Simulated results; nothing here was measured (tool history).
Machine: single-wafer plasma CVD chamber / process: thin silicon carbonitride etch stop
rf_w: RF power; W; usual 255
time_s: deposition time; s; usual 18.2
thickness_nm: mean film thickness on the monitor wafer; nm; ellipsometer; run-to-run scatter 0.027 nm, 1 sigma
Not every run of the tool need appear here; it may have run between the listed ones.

run	hour	rf_w	time_s	wafers since the last listed run	hours since the last thermocouple change	hours since the last RF generator calibration	hours since the showerhead was replaced	hours since the gauge calibration	read-back reference wafer on the same gauge, thickness_nm	thickness_nm
1	0	255	18.2	0	2304.1	1575	2840.2	429	10.103	10.574
2	17	255	18.2	348	2321.1	1592	2857.2	446	10.097	10.584
3	43.6	255	18.2	544	2347.7	1618.6	2883.8	472.6	10.091	10.563
4	66.4	255	18.2	467	2370.5	1641.4	2906.6	495.4	10.1	10.574
5	89.6	255	16	475	2393.7	1664.6	2929.8	518.6	10.1	9.342
6	117.7	255	16	575	2421.8	1692.7	2957.9	546.7	10.085	9.284
7	130.7	255	16	266	2434.8	1705.7	2970.9	559.7	10.102	9.281
8	158	220	18.2	559	2462.1	1733	2998.2	587	10.102	10.184
9	173.6	220	18.2	319	2477.7	1748.6	3013.8	602.6	10.109	10.186
10	194	220	18.2	417	2498.1	1769	3034.2	623	10.094	10.143
# hour 206.3: showerhead replaced
11	223.1	255	18.2	432	2527.2	1798.1	16.8	652.1	10.102	10.596
12	244.5	255	18.2	438	2548.6	1819.5	38.2	673.5	10.104	10.525
13	257.9	230	18.2	274	2562	1832.9	51.6	686.9	10.1	10.236
14	271.4	230	18.2	276	2575.5	1846.4	65.1	700.4	10.101	10.272
# hour 276.5: gauge calibrated
15	288.9	300	15	358	2593	1863.9	82.6	12.4	10.107	9.056
16	318.6	305	20.1	608	2622.7	1893.6	112.3	42.1	10.107	12.164
# hour 403.3: RF generator calibrated
17	410.2	255	16.4	1712	2714.3	6.9	203.9	133.7	10.094	9.728
18	433	205	21.3	467	2737.1	29.7	226.7	156.5	10.099	11.999
19	455.6	295	18.2	463	2759.7	52.3	249.3	179.1	10.097	11.138
20	489.3	255	18.2	690	2793.4	86	283	212.8	10.101	10.714
21	509.5	255	18.2	413	2813.6	106.2	303.2	233	10.093	10.773
22	524	300	20.4	297	2828.1	120.7	317.7	247.5	10.098	12.628
23	551.5	255	18.2	563	2855.6	148.2	345.2	275	10.098	10.731
# hour 569.5: thermocouple changed; heater temperature recalibrated
24	579.8	300	20.9	415	10.3	176.5	373.5	303.3	10.107	12.859
25	604.7	300	14.8	510	35.2	201.4	398.4	328.2	10.107	9.177
26	672.2	295	18.2	1382	102.7	268.9	465.9	395.7	10.098	11.126
27	705.6	285	16.6	684	136.1	302.3	499.3	429.1	10.098	10.117
28	723.3	270	15.5	362	153.8	320	517	446.8	10.105	9.27
29	736.2	255	18.2	264	166.7	332.9	529.9	459.7	10.09	10.756
30	753.1	255	16.3	346	183.6	349.8	546.8	476.6	10.107	9.612
31	780.1	295	16.4	553	210.6	376.8	573.8	503.6	10.097	10.083
32	802.3	255	18.2	454	232.8	399	596	525.8	10.113	10.715
33	823.9	220	21	442	254.4	420.6	617.6	547.4	10.104	11.866
34	858.5	270	15.3	708	289	455.2	652.2	582	10.117	9.147

Hidden state or all else? Some run-to-run changes of thickness_nm, split into what the settings, what came in and random variation would give without the hidden state, and what is left for the hidden state (with any gauge scatter that isn't in both results):
Unlogged tool condition in this case: wafer temperature above the value expected at the setpoint (K); delivered RF power above the setpoint (%); gauge reads high (%).
Run 14 -> 15: rf_w 230 -> 300, time_s 18.2 -> 15, gauge calibrated. thickness_nm -1.216 nm: hidden state +0.026, all else -1.242.
Run 15 -> 16: rf_w 300 -> 305, time_s 15 -> 20.1. thickness_nm +3.108 nm: hidden state -0.076, all else +3.184.
Run 16 -> 17: rf_w 305 -> 255, time_s 20.1 -> 16.4, RF generator calibrated. thickness_nm -2.436 nm: hidden state +0.268, all else -2.704.
Run 24 -> 25: time_s 20.9 -> 14.8. thickness_nm -3.682 nm: hidden state +0.013, all else -3.695.
Run 33 -> 34: rf_w 220 -> 270, time_s 21 -> 15.3. thickness_nm -2.719 nm: hidden state +0.016, all else -2.735.

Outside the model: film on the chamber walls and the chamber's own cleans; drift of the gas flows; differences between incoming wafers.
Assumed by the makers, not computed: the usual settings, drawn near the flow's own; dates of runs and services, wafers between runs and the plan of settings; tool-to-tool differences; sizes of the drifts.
